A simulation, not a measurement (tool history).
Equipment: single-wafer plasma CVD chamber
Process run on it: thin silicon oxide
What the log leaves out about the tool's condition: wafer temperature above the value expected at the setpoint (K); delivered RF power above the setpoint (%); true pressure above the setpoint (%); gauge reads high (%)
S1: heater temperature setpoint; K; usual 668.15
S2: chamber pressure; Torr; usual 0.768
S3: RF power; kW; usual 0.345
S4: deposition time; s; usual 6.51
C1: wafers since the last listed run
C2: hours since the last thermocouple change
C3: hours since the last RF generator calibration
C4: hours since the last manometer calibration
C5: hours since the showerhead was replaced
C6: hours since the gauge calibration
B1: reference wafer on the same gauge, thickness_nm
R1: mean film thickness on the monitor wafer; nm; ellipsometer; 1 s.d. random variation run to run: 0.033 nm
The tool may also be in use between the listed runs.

Run 1, hour 0: usual settings but S1 675.15 K; C1 0; C2 2605.9; C3 1901.2; C4 1392.1; C5 5489; C6 91.5; B1 12.502. Result: R1 12.209 nm.
Run 2, hour 9.1: usual settings but S1 675.15 K; C1 241; C2 2615; C3 1910.3; C4 1401.2; C5 5498.1; C6 100.6; B1 12.501. Result: R1 12.189 nm.
Run 3, hour 23.8: usual settings but S1 675.15 K; C1 390; C2 2629.7; C3 1925; C4 1415.9; C5 5512.8; C6 115.3; B1 12.495. Result: R1 12.169 nm.
Run 4, hour 41.3: usual settings; C1 464; C2 2647.2; C3 1942.5; C4 1433.4; C5 5530.3; C6 132.8; B1 12.5. Result: R1 12.141 nm.
At hour 51.1: gauge calibrated.
Run 5, hour 58.7: usual settings; C1 461; C2 2664.6; C3 1959.9; C4 1450.8; C5 5547.7; C6 7.6; B1 12.495. Result: R1 12.223 nm.
Run 6, hour 69.5: usual settings; C1 286; C2 2675.4; C3 1970.7; C4 1461.6; C5 5558.5; C6 18.4; B1 12.497. Result: R1 12.178 nm.
At hour 82.4: RF generator calibrated.
Run 7, hour 82.9: usual settings but S2 0.647 Torr; C1 143; C2 2688.8; C3 0.5; C4 1475; C5 5571.9; C6 31.8; B1 12.499. Result: R1 10.356 nm.
Run 8, hour 90.6: usual settings but S2 0.647 Torr; C1 204; C2 2696.5; C3 8.2; C4 1482.7; C5 5579.6; C6 39.5; B1 12.503. Result: R1 10.306 nm.
At hour 103.4: capacitance manometer re-zeroed and calibrated.
Run 9, hour 103.9: usual settings but S3 0.37 kW; C1 140; C2 2709.8; C3 21.5; C4 0.5; C5 5592.9; C6 52.8; B1 12.499. Result: R1 11.572 nm.
Run 10, hour 111.5: usual settings; C1 201; C2 2717.4; C3 29.1; C4 8.1; C5 5600.5; C6 60.4; B1 12.497. Result: R1 11.379 nm.
Run 11, hour 128.6: usual settings; C1 454; C2 2734.5; C3 46.2; C4 25.2; C5 5617.6; C6 77.5; B1 12.504. Result: R1 11.407 nm.
Run 12, hour 138.7: usual settings but S3 0.4 kW; C1 268; C2 2744.6; C3 56.3; C4 35.3; C5 5627.7; C6 87.6; B1 12.5. Result: R1 11.825 nm.
Run 13, hour 149.2: usual settings but S1 675.15 K, S2 0.628 Torr, S3 0.295 kW; C1 278; C2 2755.1; C3 66.8; C4 45.8; C5 5638.2; C6 98.1; B1 12.504. Result: R1 8.814 nm.
At hour 158.9: thermocouple changed; heater temperature recalibrated.
At hour 166.9: showerhead replaced, of another model than before.
Run 14, hour 167.4: usual settings but S2 0.862 Torr, S3 0.315 kW, S4 6.87 s; C1 58; C2 8.5; C3 85; C4 64; C5 0.5; C6 116.3; B1 12.506. Result: R1 12.715 nm.
At hour 171.4: gauge calibrated.
Run 15, hour 175.1: usual settings but S4 5.99 s; C1 204; C2 16.2; C3 92.7; C4 71.7; C5 8.2; C6 3.7; B1 12.496. Result: R1 10.529 nm.
Run 16, hour 182.7: usual settings but S2 0.944 Torr; C1 201; C2 23.8; C3 100.3; C4 79.3; C5 15.8; C6 11.3; B1 12.496. Result: R1 13.291 nm.
Run 17, hour 195.7: usual settings but S1 676.15 K, S2 0.718 Torr; C1 345; C2 36.8; C3 113.3; C4 92.3; C5 28.8; C6 24.3; B1 12.505. Result: R1 10.925 nm.
Run 18, hour 212.8: usual settings but S4 6.87 s; C1 454; C2 53.9; C3 130.4; C4 109.4; C5 45.9; C6 41.4; B1 12.503. Result: R1 12.147 nm.
Run 19, hour 228.9: usual settings but S1 675.15 K, S2 0.628 Torr, S3 0.295 kW; C1 427; C2 70; C3 146.5; C4 125.5; C5 62; C6 57.5; B1 12.502. Result: R1 9.188 nm.
Run 20, hour 243.4: usual settings; C1 384; C2 84.5; C3 161; C4 140; C5 76.5; C6 72; B1 12.503. Result: R1 11.533 nm.
Run 21, hour 254.5: usual settings but S3 0.285 kW, S4 7 s; C1 294; C2 95.6; C3 172.1; C4 151.1; C5 87.6; C6 83.1; B1 12.501. Result: R1 11.48 nm.
Run 22, hour 263.9: usual settings; C1 249; C2 105; C3 181.5; C4 160.5; C5 97; C6 92.5; B1 12.503. Result: R1 11.572 nm.

3 options for the next run, each taken on its own from the tool as it stands now. Forecast them:
Run A, hour 264.3: usual settings; C1 10; C2 105.4; C3 181.9; C4 160.9; C5 97.4; C6 92.9; B1 ?. Result: R1 ?.
Run B, hour 264.3: usual settings but S2 0.894 Torr, S4 7.43 s; C1 10; C2 105.4; C3 181.9; C4 160.9; C5 97.4; C6 92.9; B1 ?. Result: R1 ?.
Run C, hour 264.3: usual settings but S1 658.15 K, S4 7.29 s; C1 10; C2 105.4; C3 181.9; C4 160.9; C5 97.4; C6 92.9; B1 ?. Result: R1 ?.

run      B1      R1
  A  12.494  11.563
  B  12.494  14.703
  C  12.494  13.043
Had the tool no hidden state, the same runs would have come out as:
run      R1
  A  11.364
  B  14.478
  C  12.819
